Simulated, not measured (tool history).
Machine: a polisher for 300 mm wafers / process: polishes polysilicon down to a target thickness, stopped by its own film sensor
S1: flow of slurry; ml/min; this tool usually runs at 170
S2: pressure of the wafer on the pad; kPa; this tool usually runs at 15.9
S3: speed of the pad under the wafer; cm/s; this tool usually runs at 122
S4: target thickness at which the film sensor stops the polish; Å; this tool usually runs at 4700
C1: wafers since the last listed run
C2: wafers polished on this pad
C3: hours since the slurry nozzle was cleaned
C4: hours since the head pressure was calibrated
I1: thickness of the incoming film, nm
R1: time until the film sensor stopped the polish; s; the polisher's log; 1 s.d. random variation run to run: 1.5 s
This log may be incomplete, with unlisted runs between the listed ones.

{"run": 1, "hour": 0.0, "S1": 170, "S2": 15.9, "S3": 122, "S4": 4700, "C1": 0, "C2": 318, "C3": 177.4, "C4": 537.8, "I1": 1080.1, "R1": 78.1}
{"run": 2, "hour": 33.7, "S1": 170, "S2": 15.9, "S3": 122, "S4": 4700, "C1": 353, "C2": 671, "C3": 211.1, "C4": 571.5, "I1": 1070.3, "R1": 78.5}
{"hour": 214.0, "done": "worn pad replaced by a new one"}
{"run": 3, "hour": 249.6, "S1": 170, "S2": 15.9, "S3": 122, "S4": 4700, "C1": 2221, "C2": 373, "C3": 427.0, "C4": 787.4, "I1": 1089.0, "R1": 92.0}
{"hour": 290.4, "done": "slurry nozzle cleaned"}
{"run": 4, "hour": 319.8, "S1": 170, "S2": 15.9, "S3": 122, "S4": 4700, "C1": 725, "C2": 1098, "C3": 29.4, "C4": 857.6, "I1": 1060.9, "R1": 75.5}
{"run": 5, "hour": 376.2, "S1": 170, "S2": 15.9, "S3": 122, "S4": 4700, "C1": 591, "C2": 1690, "C3": 85.8, "C4": 914.0, "I1": 1068.3, "R1": 73.6}
{"hour": 383.1, "done": "head pressure recalibrated"}
{"hour": 419.3, "done": "worn pad replaced by a new one"}
{"run": 6, "hour": 421.2, "S1": 170, "S2": 15.9, "S3": 122, "S4": 4700, "C1": 408, "C2": 19, "C3": 130.8, "C4": 38.1, "I1": 1068.7, "R1": 76.0}
{"run": 7, "hour": 466.8, "S1": 170, "S2": 15.9, "S3": 122, "S4": 4700, "C1": 478, "C2": 497, "C3": 176.4, "C4": 83.7, "I1": 1071.9, "R1": 78.2}
{"run": 8, "hour": 499.9, "S1": 170, "S2": 15.9, "S3": 122, "S4": 4700, "C1": 347, "C2": 845, "C3": 209.5, "C4": 116.8, "I1": 1065.6, "R1": 76.4}
{"run": 9, "hour": 566.2, "S1": 170, "S2": 15.9, "S3": 122, "S4": 4700, "C1": 695, "C2": 1540, "C3": 275.8, "C4": 183.1, "I1": 1082.6, "R1": 80.3}
{"run": 10, "hour": 600.0, "S1": 115, "S2": 21.4, "S3": 90, "S4": 6410, "C1": 354, "C2": 1894, "C3": 309.6, "C4": 216.9, "I1": 1061.0, "R1": 67.4}
{"run": 11, "hour": 661.0, "S1": 150, "S2": 15.9, "S3": 122, "S4": 5890, "C1": 639, "C2": 2534, "C3": 370.6, "C4": 277.9, "I1": 1053.5, "R1": 67.2}
{"hour": 669.0, "done": "worn pad replaced by a new one"}
{"run": 12, "hour": 695.9, "S1": 170, "S2": 13.1, "S3": 122, "S4": 3950, "C1": 324, "C2": 281, "C3": 405.5, "C4": 312.8, "I1": 1075.3, "R1": 101.5}
{"hour": 744.4, "done": "slurry nozzle cleaned"}
{"run": 13, "hour": 750.1, "S1": 170, "S2": 15.9, "S3": 122, "S4": 4700, "C1": 557, "C2": 839, "C3": 5.7, "C4": 367.0, "I1": 1069.4, "R1": 75.1}
{"hour": 878.0, "done": "worn pad replaced by a new one"}
{"run": 14, "hour": 955.5, "S1": 170, "S2": 21.4, "S3": 100, "S4": 4700, "C1": 2111, "C2": 812, "C3": 211.1, "C4": 572.4, "I1": 1080.8, "R1": 76.7}
{"run": 15, "hour": 1009.6, "S1": 170, "S2": 15.9, "S3": 94, "S4": 5490, "C1": 567, "C2": 1379, "C3": 265.2, "C4": 626.5, "I1": 1084.3, "R1": 86.8}
{"run": 16, "hour": 1056.2, "S1": 170, "S2": 20.0, "S3": 122, "S4": 2830, "C1": 488, "C2": 1868, "C3": 311.8, "C4": 673.1, "I1": 1079.8, "R1": 92.3}
{"hour": 1074.5, "done": "worn pad replaced by a new one"}
{"run": 17, "hour": 1110.0, "S1": 190, "S2": 11.7, "S3": 100, "S4": 6050, "C1": 522, "C2": 371, "C3": 365.6, "C4": 726.9, "I1": 1092.1, "R1": 94.7}

What if the next run were any one of these 5? Each begins from the tool's condition after run 17:
{"run": "A", "hour": 1110.4, "S1": 170, "S2": 15.9, "S3": 122, "S4": 4700, "C1": 4, "C2": 376, "C3": 366.0, "C4": 727.3, "I1": 1059.3, "R1": "?"}
{"run": "B", "hour": 1110.4, "S1": 140, "S2": 13.1, "S3": 122, "S4": 6530, "C1": 4, "C2": 376, "C3": 366.0, "C4": 727.3, "I1": 1059.3, "R1": "?"}
{"run": "C", "hour": 1110.4, "S1": 170, "S2": 20.7, "S3": 122, "S4": 4700, "C1": 4, "C2": 376, "C3": 366.0, "C4": 727.3, "I1": 1059.3, "R1": "?"}
{"run": "D", "hour": 1110.4, "S1": 230, "S2": 15.9, "S3": 122, "S4": 4700, "C1": 4, "C2": 376, "C3": 366.0, "C4": 727.3, "I1": 1059.3, "R1": "?"}
{"run": "E", "hour": 1110.4, "S1": 225, "S2": 15.9, "S3": 122, "S4": 4700, "C1": 4, "C2": 376, "C3": 366.0, "C4": 727.3, "I1": 1059.3, "R1": "?"}

run=A R1=79.5
run=B R1=64.4
run=C R1=67.2
run=D R1=74.7
run=E R1=75.0
Stripped of hidden state, with their random variation kept, the same runs would have yielded:
run=A R1=74.1
run=B R1=59.2
run=C R1=62.7
run=D R1=71.0
run=E R1=71.2

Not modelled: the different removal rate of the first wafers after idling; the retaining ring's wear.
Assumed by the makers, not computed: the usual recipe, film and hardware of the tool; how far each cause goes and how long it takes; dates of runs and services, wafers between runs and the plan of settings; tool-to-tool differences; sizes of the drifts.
